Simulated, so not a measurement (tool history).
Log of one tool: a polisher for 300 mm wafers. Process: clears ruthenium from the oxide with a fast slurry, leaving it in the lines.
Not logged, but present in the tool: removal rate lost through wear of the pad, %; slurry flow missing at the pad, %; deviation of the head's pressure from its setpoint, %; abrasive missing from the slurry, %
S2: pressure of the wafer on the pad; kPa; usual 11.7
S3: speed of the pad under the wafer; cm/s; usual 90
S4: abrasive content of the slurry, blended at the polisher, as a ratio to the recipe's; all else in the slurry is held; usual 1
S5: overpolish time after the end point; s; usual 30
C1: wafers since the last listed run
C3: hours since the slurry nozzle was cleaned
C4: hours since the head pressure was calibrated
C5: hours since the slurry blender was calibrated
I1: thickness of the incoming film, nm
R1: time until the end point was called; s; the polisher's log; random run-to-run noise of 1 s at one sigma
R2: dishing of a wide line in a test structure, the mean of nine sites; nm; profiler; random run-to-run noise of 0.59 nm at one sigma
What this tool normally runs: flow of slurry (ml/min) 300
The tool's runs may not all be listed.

Run 1, day 0: usual settings; C1 0; wafers polished on this pad 109; C3 239.9; C4 103.8; C5 54.7; I1 170.5. Result: R1 88.3 s, R2 43.7 nm.
Run 2, day 0.554: usual settings but S4 1.1; C1 105; wafers polished on this pad 214; C3 253.2; C4 117.1; C5 68; I1 171. Result: R1 84.4 s, R2 44 nm.
At day 0.838: slurry nozzle cleaned.
Run 3, day 1.112: usual settings but S2 13.1 kPa; C1 98; wafers polished on this pad 312; C3 6.6; C4 130.5; C5 81.4; I1 170.1. Result: R1 81.7 s, R2 44.2 nm.
Run 4, day 1.721: usual settings but S2 13.1 kPa; C1 115; wafers polished on this pad 428; C3 21.2; C4 145.1; C5 96; I1 170.7. Result: R1 80.7 s, R2 45.6 nm.
Run 5, day 2.404: usual settings; C1 129; wafers polished on this pad 557; C3 37.6; C4 161.5; C5 112.4; I1 170.7. Result: R1 89.1 s, R2 42.8 nm.
Run 6, day 4.167: usual settings; C1 334; wafers polished on this pad 892; C3 79.9; C4 203.8; C5 154.7; I1 169.2. Result: R1 90.3 s, R2 44 nm.
At day 4.346: worn pad replaced by a new one.
Run 7, day 4.8: usual settings; C1 88; wafers polished on this pad 86; C3 95.1; C4 219; C5 169.9; I1 171.1. Result: R1 89.9 s, R2 42.8 nm.
Run 8, day 5.075: usual settings but flow of slurry (ml/min) 385; C1 52; wafers polished on this pad 138; C3 101.7; C4 225.6; C5 176.5; I1 171. Result: R1 87.2 s, R2 43.8 nm.
Run 9, day 5.433: usual settings but flow of slurry (ml/min) 385; C1 68; wafers polished on this pad 206; C3 110.3; C4 234.2; C5 185.1; I1 168.1. Result: R1 84.4 s, R2 44.8 nm.
At day 5.567: slurry blender recalibrated.
Run 10, day 5.783: usual settings but S2 15.2 kPa, S3 112 cm/s; C1 50; wafers polished on this pad 257; C3 118.7; C4 242.6; C5 5.2; I1 171.2. Result: R1 62.2 s, R2 56.3 nm.
Run 11, day 6.092: usual settings but flow of slurry (ml/min) 265; C1 58; wafers polished on this pad 315; C3 126.1; C4 250; C5 12.6; I1 168.6. Result: R1 90.3 s, R2 42.7 nm.
Run 12, day 6.833: usual settings but S2 7.6 kPa; C1 140; wafers polished on this pad 456; C3 143.9; C4 267.8; C5 30.4; I1 169.2. Result: R1 112.9 s, R2 35.6 nm.
Run 13, day 7.246: usual settings but S3 78 cm/s; C1 78; wafers polished on this pad 534; C3 153.8; C4 277.7; C5 40.3; I1 167.6. Result: R1 99.3 s, R2 38.6 nm.
Run 14, day 7.854: usual settings but S2 13.1 kPa, S3 112 cm/s, S5 37 s; C1 115; wafers polished on this pad 650; C3 168.4; C4 292.3; C5 54.9; I1 170.1. Result: R1 67.9 s, R2 61.2 nm.
Run 15, day 8.267: usual settings but S2 14.5 kPa, S4 1.2; C1 78; wafers polished on this pad 728; C3 178.3; C4 302.2; C5 64.8; I1 168.8. Result: R1 72.9 s, R2 50.8 nm.
Run 16, day 8.75: usual settings but S2 14.5 kPa, S3 104 cm/s, S5 46 s; C1 91; wafers polished on this pad 820; C3 189.9; C4 313.8; C5 76.4; I1 173.5. Result: R1 71.3 s, R2 71.5 nm.
At day 8.958: worn pad replaced by a new one.
At day 9.45: head pressure recalibrated.
Run 17, day 9.471: usual settings but S3 104 cm/s; C1 89; wafers polished on this pad 81; C3 207.2; C4 0.5; C5 93.7; I1 172.2. Result: R1 78.1 s, R2 46.4 nm.
Run 18, day 10.125: usual settings but S4 0.75; C1 124; wafers polished on this pad 205; C3 222.9; C4 16.2; C5 109.4; I1 169.9. Result: R1 98 s, R2 40 nm.
Run 19, day 10.538: usual settings but S3 104 cm/s; C1 78; wafers polished on this pad 284; C3 232.8; C4 26.1; C5 119.3; I1 169.5. Result: R1 78.3 s, R2 49.1 nm.
Run 20, day 11.158: usual settings; C1 117; wafers polished on this pad 401; C3 247.7; C4 41; C5 134.2; I1 169.3. Result: R1 86.4 s, R2 43.2 nm.
At day 11.833: slurry nozzle cleaned.
Run 21, day 11.888: usual settings but S3 106 cm/s; C1 130; wafers polished on this pad 532; C3 1.3; C4 58.5; C5 151.7; I1 170.3. Result: R1 77.6 s, R2 49.3 nm.
Run 22, day 12.633: usual settings but flow of slurry (ml/min) 225, S2 9.7 kPa, S4 1.1, S5 40 s; C1 141; wafers polished on this pad 673; C3 19.2; C4 76.4; C5 169.6; I1 167.3. Result: R1 97 s, R2 50.1 nm.
Run 23, day 13.288: usual settings but flow of slurry (ml/min) 370, S2 14.5 kPa, S4 1.1; C1 124; wafers polished on this pad 798; C3 34.9; C4 92.1; C5 185.3; I1 168.7. Result: R1 73 s, R2 49.8 nm.
At day 13.95: worn pad replaced by a new one.
Run 24, day 13.992: usual settings but S2 9 kPa, S3 76 cm/s, S4 0.75, S5 17 s; C1 102; wafers polished on this pad 7; C3 51.8; C4 109; C5 202.2; I1 170.2. Result: R1 132 s, R2 18.9 nm.
At day 14.446: slurry blender recalibrated.
Run 25, day 14.467: usual settings; C1 74; wafers polished on this pad 82; C3 63.2; C4 120.4; C5 0.5; I1 173.7. Result: R1 88.6 s, R2 42.7 nm.
Run 26, day 14.929: usual settings but S5 13 s; C1 87; wafers polished on this pad 170; C3 74.3; C4 131.5; C5 11.6; I1 169.1. Result: R1 88.8 s, R2 20.5 nm.
Run 27, day 15.4: usual settings but S3 100 cm/s; C1 89; wafers polished on this pad 259; C3 85.6; C4 142.8; C5 22.9; I1 170.8. Result: R1 81.3 s, R2 46.6 nm.
Run 28, day 15.662: usual settings; C1 49; wafers polished on this pad 309; C3 91.9; C4 149.1; C5 29.2; I1 171.2. Result: R1 88.7 s, R2 42.7 nm.
Run 29, day 15.967: usual settings; C1 57; wafers polished on this pad 367; C3 99.2; C4 156.4; C5 36.5; I1 168.1. Result: R1 89.5 s, R2 43.8 nm.
Run 30, day 16.625: usual settings but S2 14.5 kPa, S4 0.75; C1 124; wafers polished on this pad 492; C3 115; C4 172.2; C5 52.3; I1 169.1. Result: R1 85 s, R2 45.2 nm.

Run-by-run hidden state of the tool:
removal rate lost through wear of the pad, %: 0 across all the runs
slurry flow missing at the pad, %: 0 across all the runs
deviation of the head's pressure from its setpoint, %: 0 across all the runs
abrasive missing from the slurry, %: 0 across all the runs
